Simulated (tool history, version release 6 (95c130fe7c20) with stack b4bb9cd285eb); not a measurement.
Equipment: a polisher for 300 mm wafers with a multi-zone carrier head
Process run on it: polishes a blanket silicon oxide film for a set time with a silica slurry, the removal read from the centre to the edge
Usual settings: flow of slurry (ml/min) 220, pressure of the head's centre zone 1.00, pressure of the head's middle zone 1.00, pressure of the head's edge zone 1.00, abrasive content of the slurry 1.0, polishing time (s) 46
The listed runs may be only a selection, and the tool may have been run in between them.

| run | hour | flow of slurry (ml/min) | pressure of the head's centre zone | pressure of the head's middle zone | pressure of the head's edge zone | abrasive content of the slurry | polishing time (s) | incoming thickness of the incoming film, nm | film removed at the wafer's centre (nm) | film removed at mid-radius (nm) | film removed at the wafer's edge (nm) |
|---|---|---|---|---|---|---|---|---|---|---|---|
| 1 | 0.0 | 245 | 1.00 | 1.00 | 1.00 | 1.0 | 46 | 1565.3 | 182.2 | 180.9 | 184.9 |
|  | 90.3 | worn pad replaced by a new one |
| 2 | 94.9 | 220 | 1.00 | 1.00 | 1.00 | 1.0 | 46 | 1571.2 | 184.2 | 179.6 | 178.6 |
| 3 | 132.3 | 220 | 1.00 | 1.00 | 1.00 | 1.0 | 46 | 1561.5 | 184.5 | 178.7 | 178.4 |
|  | 173.6 | slurry nozzle cleaned |
| 4 | 226.9 | 220 | 1.00 | 1.00 | 1.00 | 1.0 | 46 | 1542.3 | 182.9 | 176.7 | 180.9 |
|  | 298.6 | worn pad replaced by a new one |
| 5 | 309.1 | 220 | 1.00 | 1.00 | 1.00 | 1.0 | 46 | 1577.2 | 182.2 | 179.0 | 180.5 |
| 6 | 375.4 | 220 | 1.00 | 1.00 | 1.00 | 1.0 | 46 | 1544.9 | 184.8 | 179.8 | 183.5 |
|  | 393.8 | centre zone pressure recalibrated |
| 7 | 420.4 | 220 | 1.00 | 1.00 | 0.94 | 1.0 | 46 | 1551.4 | 183.5 | 178.9 | 178.6 |
|  | 446.4 | carrier head's membrane replaced by a new one |
|  | 502.5 | worn pad replaced by a new one |
| 8 | 507.7 | 245 | 1.10 | 1.00 | 1.00 | 1.0 | 46 | 1548.9 | 199.5 | 181.0 | 185.4 |
|  | 547.1 | slurry nozzle cleaned |
| 9 | 568.8 | 220 | 0.95 | 1.10 | 1.08 | 1.1 | 46 | 1530.1 | 182.5 | 200.7 | 189.4 |
| 10 | 609.0 | 275 | 1.00 | 0.89 | 1.00 | 1.0 | 41 | 1557.6 | 166.4 | 149.6 | 161.3 |
|  | 684.2 | edge zone pressure recalibrated |
|  | 713.9 | worn pad replaced by a new one |
| 11 | 843.9 | 220 | 1.00 | 1.00 | 1.00 | 1.0 | 56 | 1534.9 | 222.3 | 215.5 | 220.6 |
|  | 913.2 | slurry nozzle cleaned |
| 12 | 921.2 | 220 | 1.00 | 1.00 | 1.00 | 1.0 | 46 | 1552.7 | 180.3 | 177.4 | 181.3 |
|  | 931.3 | worn pad replaced by a new one |
| 13 | 995.0 | 220 | 1.11 | 1.05 | 1.06 | 1.3 | 46 | 1547.6 | 215.9 | 200.5 | 199.5 |
|  | 1075.1 | centre zone pressure recalibrated |
| 14 | 1095.5 | 220 | 1.00 | 1.00 | 1.00 | 1.0 | 46 | 1524.6 | 183.7 | 178.6 | 180.3 |
| 15 | 1133.8 | 220 | 1.00 | 1.00 | 0.96 | 1.3 | 46 | 1550.9 | 193.4 | 192.4 | 195.7 |

Here are 3 independent what-if runs from the current tool condition. What would each one return?
| A | 1134.2 | 220 | 1.00 | 0.92 | 1.00 | 1.0 | 46 | 1561.1 | ? | ? | ? |
| B | 1134.2 | 185 | 1.00 | 1.00 | 1.00 | 1.0 | 39 | 1561.1 | ? | ? | ? |
| C | 1134.2 | 220 | 1.00 | 1.00 | 1.00 | 1.0 | 30 | 1561.1 | ? | ? | ? |

| run | film removed at the wafer's centre (nm) | film removed at mid-radius (nm) | film removed at the wafer's edge (nm) |
|---|---|---|---|
| A | 184.8 | 166.9 | 179.9 |
| B | 152.1 | 147.8 | 149.4 |
| C | 120.6 | 116.8 | 117.2 |
The same runs, with their run-to-run variation unchanged, on a tool lacking any hidden condition would have given:
| run | film removed at the wafer's centre (nm) | film removed at mid-radius (nm) | film removed at the wafer's edge (nm) |
|---|---|---|---|
| A | 184.8 | 166.9 | 179.9 |
| B | 152.1 | 147.8 | 149.4 |
| C | 120.6 | 116.8 | 117.2 |
